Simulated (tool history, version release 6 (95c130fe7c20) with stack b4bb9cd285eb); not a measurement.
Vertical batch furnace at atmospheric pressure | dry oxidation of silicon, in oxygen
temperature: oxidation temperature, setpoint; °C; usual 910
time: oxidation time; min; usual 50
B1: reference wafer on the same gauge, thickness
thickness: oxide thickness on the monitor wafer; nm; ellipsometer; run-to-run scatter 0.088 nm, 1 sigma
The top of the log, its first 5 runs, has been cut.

{"run": 6, "hour": 154.3, "temperature": 910, "time": 50, "B1": 54.68, "thickness": 58.38}
{"run": 7, "hour": 166.4, "temperature": 910, "time": 50, "B1": 54.71, "thickness": 58.39}
{"run": 8, "hour": 177.5, "temperature": 910, "time": 50, "B1": 54.7, "thickness": 58.38}
{"run": 9, "hour": 192.5, "temperature": 910, "time": 50, "B1": 54.69, "thickness": 58.27}
{"run": 10, "hour": 198.7, "temperature": 925, "time": 50, "B1": 54.7, "thickness": 61.96}
{"run": 11, "hour": 206.0, "temperature": 910, "time": 50, "B1": 54.71, "thickness": 58.26}
{"run": 12, "hour": 213.0, "temperature": 897, "time": 58, "B1": 54.69, "thickness": 57.8}
{"run": 13, "hour": 219.4, "temperature": 897, "time": 58, "B1": 54.69, "thickness": 57.62}
{"run": 14, "hour": 234.7, "temperature": 897, "time": 58, "B1": 54.7, "thickness": 57.66}
{"run": 15, "hour": 241.0, "temperature": 910, "time": 63.5, "B1": 54.68, "thickness": 62.06}
{"run": 16, "hour": 252.0, "temperature": 918, "time": 50, "B1": 54.68, "thickness": 60.05}
{"run": 17, "hour": 258.6, "temperature": 910, "time": 50, "B1": 54.68, "thickness": 58.37}
{"run": 18, "hour": 267.4, "temperature": 920, "time": 50, "B1": 54.73, "thickness": 60.53}
{"run": 19, "hour": 287.7, "temperature": 920, "time": 50, "B1": 54.69, "thickness": 60.6}
{"run": 20, "hour": 302.7, "temperature": 885, "time": 41, "B1": 54.68, "thickness": 51.83}
{"hour": 327.7, "done": "boat lift adjusted"}
{"run": 21, "hour": 328.2, "temperature": 899, "time": 37, "B1": 54.71, "thickness": 53.16}
{"run": 22, "hour": 332.0, "temperature": 910, "time": 50, "B1": 54.68, "thickness": 58.79}

Forecast run 23:
{"run": 23, "hour": 340.2, "temperature": 931, "time": 72.5, "B1": "?", "thickness": "?"}

{"run 23": {"B1": 54.74, "thickness": 72.35}}
Minus the tool's unlogged condition, the same run would have read thickness 72.44 nm.

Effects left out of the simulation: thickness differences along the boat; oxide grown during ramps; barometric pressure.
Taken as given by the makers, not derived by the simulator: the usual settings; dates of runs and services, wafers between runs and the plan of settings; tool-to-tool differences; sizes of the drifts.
